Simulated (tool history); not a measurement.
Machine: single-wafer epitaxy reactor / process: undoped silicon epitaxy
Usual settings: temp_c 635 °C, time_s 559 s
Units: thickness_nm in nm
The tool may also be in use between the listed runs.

run,hour,temp_c,time_s,wafers since the last listed run,hours since the last pyrometer calibration,hours since the gauge calibration,"read-back reference wafer on the same gauge, thickness_nm",thickness_nm
1,0,635,559,0,1424.7,449.4,64.39,63.603
2,33.9,635,559,152,1458.6,483.3,64.285,63.425
3,57.2,635,559,104,1481.9,506.6,64.267,63.312
4,72.9,635,559,70,1497.6,522.3,64.301,63.462
5,96.8,625,559,107,1521.5,546.2,64.312,49.431
6,147.3,630,559,227,1572,596.7,64.235,55.923
7,171.3,630,559,107,1596,620.7,64.326,55.956
8,205,630,559,151,1629.7,654.4,64.263,55.957
9,235.4,635,559,136,1660.1,684.8,64.375,63.36
10,257.6,635,559,99,1682.3,707,64.254,63.378
# hour 281: gauge calibrated
11,292.7,627,559,157,1717.4,11.7,64.29,51.856
12,320.1,627,559,123,1744.8,39.1,64.244,51.763
13,334.7,627,559,65,1759.4,53.7,64.268,51.769
14,350,635,559,68,1774.7,69,64.273,63.22
15,376.2,635,559,117,1800.9,95.2,64.383,63.097
16,410.9,635,559,156,1835.6,129.9,64.304,63.2
17,435.2,635,619,109,1859.9,154.2,64.293,70.002
# hour 532.3: pyrometer calibrated
18,541,635,559,439,8.7,260,64.332,67.996
19,555,624,468,62,22.7,274,64.336,43.368
20,580.4,635,559,114,48.1,299.4,64.32,67.971
21,613.7,628,460,149,81.4,332.7,64.239,46.83
22,644.6,622,559,138,112.3,363.6,64.255,48.532
23,680.1,635,455,159,147.8,399.1,64.373,55.073
24,710.5,635,559,136,178.2,429.5,64.245,67.253
25,735.9,635,591,114,203.6,454.9,64.241,70.897
26,751.2,635,559,68,218.9,470.2,64.279,67.144
27,784.8,635,559,151,252.5,503.8,64.262,66.791
28,818.7,639,487,152,286.4,537.7,64.262,64.163
29,850.2,643,484,141,317.9,569.2,64.274,70.472
30,873.3,645,611,103,341,592.3,64.298,92.655
31,890.4,624,509,76,358.1,609.4,64.288,45.945
32,907.8,635,658,78,375.5,626.8,64.268,78.19

Forecast each of these 5 alternatives for the next run:
A,908.4,635,593,2,376.1,627.4,?,?
B,908.4,629,625,2,376.1,627.4,?,?
C,908.4,645,485,2,376.1,627.4,?,?
D,908.4,629,634,2,376.1,627.4,?,?
E,908.4,629,559,2,376.1,627.4,?,?

run,"read-back reference wafer on the same gauge, thickness_nm",thickness_nm
A,64.329,70.327
B,64.329,63.774
C,64.329,73.546
D,64.329,64.692
E,64.329,57.039
The same runs, with their run-to-run variation unchanged, on a tool lacking any hidden condition would have given:
run,thickness_nm
A,72.381
B,65.665
C,75.642
D,66.61
E,58.731
